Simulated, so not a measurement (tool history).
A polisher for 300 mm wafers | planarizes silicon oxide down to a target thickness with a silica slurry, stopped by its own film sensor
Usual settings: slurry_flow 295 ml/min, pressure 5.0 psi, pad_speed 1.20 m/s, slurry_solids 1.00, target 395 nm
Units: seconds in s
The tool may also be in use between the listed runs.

run	hour	slurry_flow	pressure	pad_speed	slurry_solids	target	incoming thickness of the incoming film, nm	seconds
1	0.0	295	5.0	1.20	1.00	395	872.2	132.9
# hour 24.2: worn pad replaced by a new one
2	35.8	295	5.0	1.20	1.00	395	855.0	117.3
3	47.9	295	5.0	1.20	1.00	395	862.2	122.0
# hour 55.6: slurry nozzle cleaned
4	61.8	295	5.0	1.20	1.00	395	864.8	122.3
5	76.4	295	5.0	1.20	1.00	395	866.7	122.7
6	89.1	295	5.0	1.20	1.00	395	876.1	129.8
7	102.1	295	5.0	1.20	1.00	395	866.1	128.5
# hour 114.5: worn pad replaced by a new one
8	115.0	295	5.0	1.20	1.00	395	868.1	118.9
9	129.7	295	6.6	1.20	1.00	395	849.1	84.9
10	141.8	295	5.0	1.20	1.00	395	863.1	119.3
11	152.2	295	5.0	1.20	0.75	395	859.9	140.1
# hour 158.8: head pressure recalibrated
12	168.2	200	5.9	1.20	1.00	395	861.4	111.5
# hour 173.1: slurry blender recalibrated
# hour 173.6: conditioning disc replaced and pad reconditioned
13	178.4	295	5.0	1.20	1.30	395	839.8	109.5
14	193.2	295	5.0	0.80	1.00	452	864.1	162.2
15	200.4	295	6.6	1.20	1.00	395	867.6	101.3
16	209.5	360	5.0	1.20	1.20	395	844.6	116.9
# hour 221.1: worn pad replaced by a new one
17	221.6	230	5.0	1.20	1.25	271	875.7	140.1
18	227.6	395	5.0	1.20	0.90	395	851.9	117.5
19	264.2	295	5.0	1.20	1.00	295	844.2	146.5
20	282.0	295	5.0	1.44	1.30	271	864.6	128.8
21	290.0	245	5.0	1.20	1.00	250	862.7	176.6
22	301.4	295	5.0	1.60	1.00	395	867.3	107.2
23	307.6	295	5.0	1.20	1.00	395	872.0	138.6
# hour 315.4: worn pad replaced by a new one
24	315.9	370	5.0	1.20	1.00	395	863.4	115.7
25	331.0	295	5.0	1.10	1.30	537	860.7	81.5

Forecast each of these 5 alternatives for the next run:
A	331.5	295	5.0	1.20	1.00	395	857.5	?
B	331.5	365	5.0	1.20	1.10	496	857.5	?
C	331.5	235	5.0	1.52	1.15	395	857.5	?
D	331.5	295	4.0	0.80	1.00	395	857.5	?
E	331.5	295	5.0	1.42	1.25	395	857.5	?

run	seconds
A	122.3
B	90.1
C	97.8
D	211.5
E	97.7
Without the tool's hidden state the same runs would have given:
run	seconds
A	113.3
B	83.9
C	90.1
D	196.0
E	90.5

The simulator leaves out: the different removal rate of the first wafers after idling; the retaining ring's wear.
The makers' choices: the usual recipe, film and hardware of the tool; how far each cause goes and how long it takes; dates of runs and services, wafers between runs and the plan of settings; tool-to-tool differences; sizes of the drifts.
